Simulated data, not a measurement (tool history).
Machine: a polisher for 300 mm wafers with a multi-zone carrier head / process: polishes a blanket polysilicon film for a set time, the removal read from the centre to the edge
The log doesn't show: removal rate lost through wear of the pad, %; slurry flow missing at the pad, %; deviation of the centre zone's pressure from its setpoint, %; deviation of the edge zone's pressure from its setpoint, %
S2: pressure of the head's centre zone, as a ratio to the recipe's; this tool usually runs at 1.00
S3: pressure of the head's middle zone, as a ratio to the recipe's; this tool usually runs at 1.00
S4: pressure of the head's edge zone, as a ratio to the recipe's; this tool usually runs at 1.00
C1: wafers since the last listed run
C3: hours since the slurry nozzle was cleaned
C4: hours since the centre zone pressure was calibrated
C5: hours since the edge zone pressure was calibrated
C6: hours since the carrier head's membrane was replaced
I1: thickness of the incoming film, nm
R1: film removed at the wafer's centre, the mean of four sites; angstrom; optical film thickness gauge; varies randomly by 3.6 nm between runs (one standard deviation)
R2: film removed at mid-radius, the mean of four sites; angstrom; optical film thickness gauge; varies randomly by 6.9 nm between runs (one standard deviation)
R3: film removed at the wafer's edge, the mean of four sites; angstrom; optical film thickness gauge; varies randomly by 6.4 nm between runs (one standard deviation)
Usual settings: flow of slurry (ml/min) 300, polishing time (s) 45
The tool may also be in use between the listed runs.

{"run": 1, "hour": 0.0, "flow of slurry (ml/min)": 300, "S2": 1.06, "S3": 1.0, "S4": 1.0, "polishing time (s)": 45, "C1": 0, "wafers polished on this pad": 17, "C3": 679.3, "C4": 1063.2, "C5": 665.0, "C6": 886.5, "I1": 1457.2, "R1": 4841, "R2": 4601, "R3": 4588}
{"run": 2, "hour": 8.9, "flow of slurry (ml/min)": 300, "S2": 1.06, "S3": 1.0, "S4": 1.0, "polishing time (s)": 45, "C1": 126, "wafers polished on this pad": 144, "C3": 688.2, "C4": 1072.1, "C5": 673.9, "C6": 895.4, "I1": 1431.9, "R1": 4804, "R2": 4518, "R3": 4649}
{"run": 3, "hour": 24.6, "flow of slurry (ml/min)": 300, "S2": 1.0, "S3": 1.0, "S4": 1.0, "polishing time (s)": 56, "C1": 223, "wafers polished on this pad": 367, "C3": 703.9, "C4": 1087.8, "C5": 689.6, "C6": 911.1, "I1": 1431.9, "R1": 5513, "R2": 5627, "R3": 5661}
{"run": 4, "hour": 31.1, "flow of slurry (ml/min)": 300, "S2": 1.0, "S3": 1.0, "S4": 1.0, "polishing time (s)": 45, "C1": 92, "wafers polished on this pad": 460, "C3": 710.4, "C4": 1094.3, "C5": 696.1, "C6": 917.6, "I1": 1457.6, "R1": 4368, "R2": 4347, "R3": 4475}
{"run": 5, "hour": 39.6, "flow of slurry (ml/min)": 300, "S2": 1.0, "S3": 1.0, "S4": 1.0, "polishing time (s)": 45, "C1": 121, "wafers polished on this pad": 581, "C3": 718.9, "C4": 1102.8, "C5": 704.6, "C6": 926.1, "I1": 1411.4, "R1": 4309, "R2": 4344, "R3": 4457}
{"run": 6, "hour": 53.6, "flow of slurry (ml/min)": 300, "S2": 1.0, "S3": 1.0, "S4": 1.0, "polishing time (s)": 45, "C1": 199, "wafers polished on this pad": 781, "C3": 732.9, "C4": 1116.8, "C5": 718.6, "C6": 940.1, "I1": 1448.3, "R1": 4198, "R2": 4142, "R3": 4338}
{"hour": 76.0, "done": "worn pad replaced by a new one"}
{"hour": 102.2, "done": "centre zone pressure recalibrated"}
{"run": 7, "hour": 102.7, "flow of slurry (ml/min)": 300, "S2": 1.0, "S3": 1.0, "S4": 1.0, "polishing time (s)": 45, "C1": 614, "wafers polished on this pad": 352, "C3": 782.0, "C4": 0.5, "C5": 767.7, "C6": 989.2, "I1": 1430.1, "R1": 4225, "R2": 4430, "R3": 4522}
{"hour": 112.0, "done": "edge zone pressure recalibrated"}
{"run": 8, "hour": 116.8, "flow of slurry (ml/min)": 300, "S2": 1.0, "S3": 1.06, "S4": 0.91, "polishing time (s)": 45, "C1": 172, "wafers polished on this pad": 525, "C3": 796.1, "C4": 14.6, "C5": 4.8, "C6": 1003.3, "I1": 1444.5, "R1": 4188, "R2": 4433, "R3": 4202}
{"run": 9, "hour": 123.1, "flow of slurry (ml/min)": 350, "S2": 0.91, "S3": 1.0, "S4": 1.0, "polishing time (s)": 57, "C1": 89, "wafers polished on this pad": 615, "C3": 802.4, "C4": 20.9, "C5": 11.1, "C6": 1009.6, "I1": 1459.2, "R1": 4976, "R2": 5370, "R3": 5544}
{"hour": 125.1, "done": "slurry nozzle cleaned"}
{"run": 10, "hour": 136.0, "flow of slurry (ml/min)": 300, "S2": 1.0, "S3": 1.0, "S4": 0.94, "polishing time (s)": 45, "C1": 169, "wafers polished on this pad": 784, "C3": 10.9, "C4": 33.8, "C5": 24.0, "C6": 1022.5, "I1": 1411.3, "R1": 4381, "R2": 4395, "R3": 4292}
{"hour": 145.9, "done": "carrier head's membrane replaced by a new one"}
{"hour": 152.5, "done": "worn pad replaced by a new one"}
{"run": 11, "hour": 153.0, "flow of slurry (ml/min)": 300, "S2": 1.0, "S3": 1.0, "S4": 1.05, "polishing time (s)": 58, "C1": 114, "wafers polished on this pad": 7, "C3": 27.9, "C4": 50.8, "C5": 41.0, "C6": 7.1, "I1": 1443.2, "R1": 6065, "R2": 6088, "R3": 6346}
{"run": 12, "hour": 166.0, "flow of slurry (ml/min)": 300, "S2": 1.06, "S3": 1.0, "S4": 1.0, "polishing time (s)": 45, "C1": 185, "wafers polished on this pad": 192, "C3": 40.9, "C4": 63.8, "C5": 54.0, "C6": 20.1, "I1": 1430.6, "R1": 4987, "R2": 4659, "R3": 4752}
{"run": 13, "hour": 177.8, "flow of slurry (ml/min)": 300, "S2": 1.0, "S3": 1.0, "S4": 1.07, "polishing time (s)": 45, "C1": 168, "wafers polished on this pad": 361, "C3": 52.7, "C4": 75.6, "C5": 65.8, "C6": 31.9, "I1": 1460.7, "R1": 4600, "R2": 4520, "R3": 4900}
{"run": 14, "hour": 189.8, "flow of slurry (ml/min)": 375, "S2": 1.08, "S3": 0.91, "S4": 1.0, "polishing time (s)": 49, "C1": 171, "wafers polished on this pad": 532, "C3": 64.7, "C4": 87.6, "C5": 77.8, "C6": 43.9, "I1": 1436.1, "R1": 5488, "R2": 4645, "R3": 5173}
{"run": 15, "hour": 207.0, "flow of slurry (ml/min)": 270, "S2": 0.92, "S3": 1.0, "S4": 1.03, "polishing time (s)": 40, "C1": 245, "wafers polished on this pad": 777, "C3": 81.9, "C4": 104.8, "C5": 95.0, "C6": 61.1, "I1": 1448.4, "R1": 3542, "R2": 3946, "R3": 4008}
{"hour": 217.4, "done": "worn pad replaced by a new one"}
{"run": 16, "hour": 219.8, "flow of slurry (ml/min)": 300, "S2": 1.0, "S3": 1.07, "S4": 1.08, "polishing time (s)": 58, "C1": 125, "wafers polished on this pad": 34, "C3": 94.7, "C4": 117.6, "C5": 107.8, "C6": 73.9, "I1": 1439.1, "R1": 6017, "R2": 6320, "R3": 6450}
{"run": 17, "hour": 232.6, "flow of slurry (ml/min)": 300, "S2": 1.0, "S3": 1.0, "S4": 0.92, "polishing time (s)": 57, "C1": 182, "wafers polished on this pad": 216, "C3": 107.5, "C4": 130.4, "C5": 120.6, "C6": 86.7, "I1": 1433.3, "R1": 5856, "R2": 5856, "R3": 5744}
{"run": 18, "hour": 250.2, "flow of slurry (ml/min)": 365, "S2": 0.9, "S3": 1.0, "S4": 1.04, "polishing time (s)": 59, "C1": 250, "wafers polished on this pad": 467, "C3": 125.1, "C4": 148.0, "C5": 138.2, "C6": 104.3, "I1": 1438.5, "R1": 5482, "R2": 5966, "R3": 6245}
{"run": 19, "hour": 266.9, "flow of slurry (ml/min)": 300, "S2": 0.95, "S3": 1.0, "S4": 1.03, "polishing time (s)": 45, "C1": 238, "wafers polished on this pad": 705, "C3": 141.8, "C4": 164.7, "C5": 154.9, "C6": 121.0, "I1": 1456.8, "R1": 4088, "R2": 4443, "R3": 4568}
{"hour": 283.0, "done": "worn pad replaced by a new one"}
{"run": 20, "hour": 283.5, "flow of slurry (ml/min)": 300, "S2": 1.0, "S3": 1.0, "S4": 1.05, "polishing time (s)": 58, "C1": 179, "wafers polished on this pad": 6, "C3": 158.4, "C4": 181.3, "C5": 171.5, "C6": 137.6, "I1": 1415.9, "R1": 6042, "R2": 6171, "R3": 6437}

What will run 21 give?
{"run": 21, "hour": 291.1, "flow of slurry (ml/min)": 390, "S2": 1.04, "S3": 0.92, "S4": 1.0, "polishing time (s)": 54, "C1": 108, "wafers polished on this pad": 115, "C3": 166.0, "C4": 188.9, "C5": 179.1, "C6": 145.2, "I1": 1427.0, "R1": "?", "R2": "?", "R3": "?"}

{"run 21": {"R1": 5925, "R2": 5426, "R3": 5771}}
Take away the tool's hidden state, keep the run-to-run variation as it was, and the same run would have given R1 6071 angstrom, R2 5556 angstrom, R3 5901 angstrom.
